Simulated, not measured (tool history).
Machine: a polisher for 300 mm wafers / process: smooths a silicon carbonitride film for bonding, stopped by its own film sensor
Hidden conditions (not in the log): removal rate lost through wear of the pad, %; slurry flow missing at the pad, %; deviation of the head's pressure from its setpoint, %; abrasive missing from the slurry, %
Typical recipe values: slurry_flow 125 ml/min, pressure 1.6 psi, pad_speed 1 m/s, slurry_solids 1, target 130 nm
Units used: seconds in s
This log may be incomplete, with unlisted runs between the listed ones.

run,hour,slurry_flow,pressure,pad_speed,slurry_solids,target,wafers since the last listed run,wafers polished on this pad,hours since the slurry nozzle was cleaned,hours since the head pressure was calibrated,hours since the slurry blender was calibrated,"incoming thickness of the incoming film, nm",seconds
1,0,125,1.6,1,1,130,0,1377,234.6,64.2,280.3,150,95.9
2,43.9,125,1.6,1,1,130,535,1912,278.5,108.1,324.2,147.4,86.4
3,75.9,125,1.6,1,1,130,390,2302,310.5,140.1,356.2,150,99.2
# hour 87.1: slurry blender recalibrated
4,100.8,125,1.6,1,1,135,279,2582,335.4,165,13.7,150.5,71.3
5,148.5,125,1.6,1,1,135,581,3163,383.1,212.7,61.4,149.6,67
# hour 157.4: worn pad replaced by a new one
6,205.4,125,1.6,1,1,130,645,585,440,269.6,118.3,151.5,100.6
7,230.2,125,1.6,1,1,130,302,888,464.8,294.4,143.1,151.3,100.6
8,299.8,125,1.6,0.9,1,130,848,1737,534.4,364,212.7,151,109.6
# hour 308.6: head pressure recalibrated
9,325.8,110,1.6,1,1,130,292,2030,560.4,17.2,238.7,150,99.5
# hour 387: worn pad replaced by a new one
10,387.5,110,1.6,1,1,130,703,6,622.1,78.9,300.4,151.3,105.5
11,411.8,110,1.6,1,1,130,296,302,646.4,103.2,324.7,149.9,101.3
12,473.9,125,1.6,1,0.8,130,757,1059,708.5,165.3,386.8,151.5,134.3
# hour 501.6: slurry blender recalibrated
# hour 507.2: slurry nozzle cleaned
13,544.7,125,1.6,1,0.8,130,826,1886,37.5,236.1,43.1,150,114.3
14,594.4,125,1.6,1,0.8,130,606,2493,87.2,285.8,92.8,147.1,98.2
# hour 632.5: worn pad replaced by a new one
15,638.1,125,1.6,1,1,130,484,67,130.9,329.5,136.5,148.4,84.6
16,691.9,115,1.6,1,1,125,656,723,184.7,383.3,190.3,148.8,115.3
# hour 710.6: head pressure recalibrated
17,725.9,115,1.6,1,0.75,130,390,1114,218.7,15.3,224.3,150.1,131.2
18,773.3,125,1.1,1,1,126,578,1692,266.1,62.7,271.7,148.5,156.3
19,831.1,125,1.2,0.66,1.1,135,704,2397,323.9,120.5,329.5,150.3,128.3
20,872.5,125,1.6,1,1,130,504,2902,365.3,161.9,370.9,151.8,106.4
# hour 890.1: worn pad replaced by a new one
21,897.5,125,1.6,1,1.3,130,256,90,390.3,186.9,395.9,150.2,83.3
# hour 922: slurry blender recalibrated
22,930.5,125,1.8,1,1,130,378,468,423.3,219.9,8.5,151.5,88.4
23,957.9,125,2,1.34,1.1,134,334,802,450.7,247.3,35.9,151.1,46.3
24,990.2,125,1.6,1,1,130,393,1196,483,279.6,68.2,150,92
25,1036.9,150,1.6,1.12,1.15,127,569,1766,529.7,326.3,114.9,148.2,79.7
# hour 1065.1: head pressure recalibrated
26,1088.3,125,1.9,1,1.1,133,602,2369,581.1,23.2,166.3,150.1,63.4
27,1131.6,125,1.6,1,1,130,528,2897,624.4,66.5,209.6,148.4,88.1
# hour 1141.9: worn pad replaced by a new one
28,1186.9,165,1.4,0.68,1,125,625,549,679.7,121.8,264.9,151.7,193.7
29,1253.6,125,1.6,0.8,1,135,813,1362,746.4,188.5,331.6,149.4,84.5

Alternative continuations, all from the tool just after run 29; predict every row:
A,1254,140,1.6,1,1,130,4,1367,746.8,188.9,332,149.6,?
B,1254,125,1.6,1.14,1,130,4,1367,746.8,188.9,332,149.6,?
C,1254,125,1.6,1,1,133,4,1367,746.8,188.9,332,149.6,?
D,1254,155,1.6,1,1,130,4,1367,746.8,188.9,332,149.6,?

run,seconds
A,94.9
B,87
C,81.8
D,93.5
Without the tool's hidden state the same runs would have given:
run,seconds
A,87.3
B,80
C,75.2
D,85.9
